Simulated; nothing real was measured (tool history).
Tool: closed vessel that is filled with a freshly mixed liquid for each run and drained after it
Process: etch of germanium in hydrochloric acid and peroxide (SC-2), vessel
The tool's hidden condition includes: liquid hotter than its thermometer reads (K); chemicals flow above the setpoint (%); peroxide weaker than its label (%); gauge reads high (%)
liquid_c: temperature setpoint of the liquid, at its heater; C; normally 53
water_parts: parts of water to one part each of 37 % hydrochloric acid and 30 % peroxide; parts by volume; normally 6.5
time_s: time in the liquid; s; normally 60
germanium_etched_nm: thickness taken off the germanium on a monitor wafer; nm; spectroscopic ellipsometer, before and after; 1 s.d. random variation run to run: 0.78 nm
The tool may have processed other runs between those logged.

run	hour	liquid_c	water_parts	time_s	wafers since the last listed run	hours since the thermometer was replaced	hours since the chemicals flow meter was replaced	hours since the drum of peroxide was connected	hours since the gauge calibration	read-back film thickness of the germanium reference wafer, read on the same gauge (nm)	germanium_etched_nm
1	0	53	6.5	60	0	1178.4	1613	1535.2	274.6	29.99	152.28
2	16.2	53	6.5	60	2283	1194.6	1629.2	1551.4	290.8	30.01	151.4
3	27.5	53	6.5	60	1592	1205.9	1640.5	1562.7	302.1	30	151.52
4	45.3	53	8.5	60	2509	1223.7	1658.3	1580.5	319.9	30.01	149.41
# hour 49.9: chemicals flow meter replaced
5	57.4	53	8.5	60	1564	1235.8	7.5	1592.6	332	30.01	149.73
# hour 62.6: new drum of peroxide connected
6	73.1	53	8.5	60	2072	1251.5	23.2	10.5	347.7	30	150.94
7	86.7	53	6.5	60	1917	1265.1	36.8	24.1	361.3	30	152.11
# hour 97.5: gauge calibrated
8	102	53	6.5	60	2156	1280.4	52.1	39.4	4.5	30.03	153.28
9	113.3	53	6.5	60	1592	1291.7	63.4	50.7	15.8	30.01	152.76
10	123.6	53	6	75	1451	1302	73.7	61	26.1	29.97	192.93
11	130.3	46.5	7.5	60	944	1308.7	80.4	67.7	32.8	30	123.87
12	148.2	43.5	8.5	80	2523	1326.6	98.3	85.6	50.7	30.03	148.4
13	165	59.5	6.5	30	2368	1343.4	115.1	102.4	67.5	29.98	93.04
14	182.3	57.5	7.5	35	2438	1360.7	132.4	119.7	84.8	29.99	101.57
15	192.3	53	6	75	1409	1370.7	142.4	129.7	94.8	30	190.07
16	205.5	59	7.5	60	1860	1383.9	155.6	142.9	108	30.02	183.1
# hour 212.6: thermometer replaced
17	214.9	59	7.5	75	1184	2.3	165	152.3	117.4	30	216.77
18	227.5	62	6.5	60	1776	14.9	177.6	164.9	130	29.99	188.93
19	241.3	60	6.5	60	1945	28.7	191.4	178.7	143.8	29.98	178.32
20	257	46.5	8	80	2213	44.4	207.1	194.4	159.5	30.01	154.99
21	270.9	53	5	60	1959	58.3	221	208.3	173.4	29.98	146.79
22	279.2	53	8.5	30	1170	66.6	229.3	216.6	181.7	30.01	71.45
23	288.4	49	9.5	50	1296	75.8	238.5	225.8	190.9	30.01	103.26
24	298.1	53	8	60	1367	85.5	248.2	235.5	200.6	30	144.2
25	307.4	49	4	85	1311	94.8	257.5	244.8	209.9	30.02	183.25
26	319.3	60.5	6.5	40	1677	106.7	269.4	256.7	221.8	29.99	121.01
27	329.4	56.5	6.5	90	1423	116.8	279.5	266.8	231.9	30	242.9
28	345.5	53	4.5	60	2269	132.9	295.6	282.9	248	30.02	147.41
29	356.6	53	5.5	45	1564	144	306.7	294	259.1	29.99	109.02

What if the next run were any one of these 5? Each begins from the tool's condition after run 29:
A	357.3	53	6.5	60	98	144.7	307.4	294.7	259.8	?	?
B	357.3	57	8	75	98	144.7	307.4	294.7	259.8	?	?
C	357.3	45.5	8	35	98	144.7	307.4	294.7	259.8	?	?
D	357.3	57.5	4	50	98	144.7	307.4	294.7	259.8	?	?
E	357.3	50	4	90	98	144.7	307.4	294.7	259.8	?	?

run	read-back film thickness of the germanium reference wafer, read on the same gauge (nm)	germanium_etched_nm
A	29.98	145.49
B	29.98	202.95
C	29.98	66.02
D	29.98	141.48
E	29.98	201.11
Had the tool no hidden state, the same runs would have come out as:
run	germanium_etched_nm
A	143.37
B	200.09
C	65.01
D	139.45
E	198.08
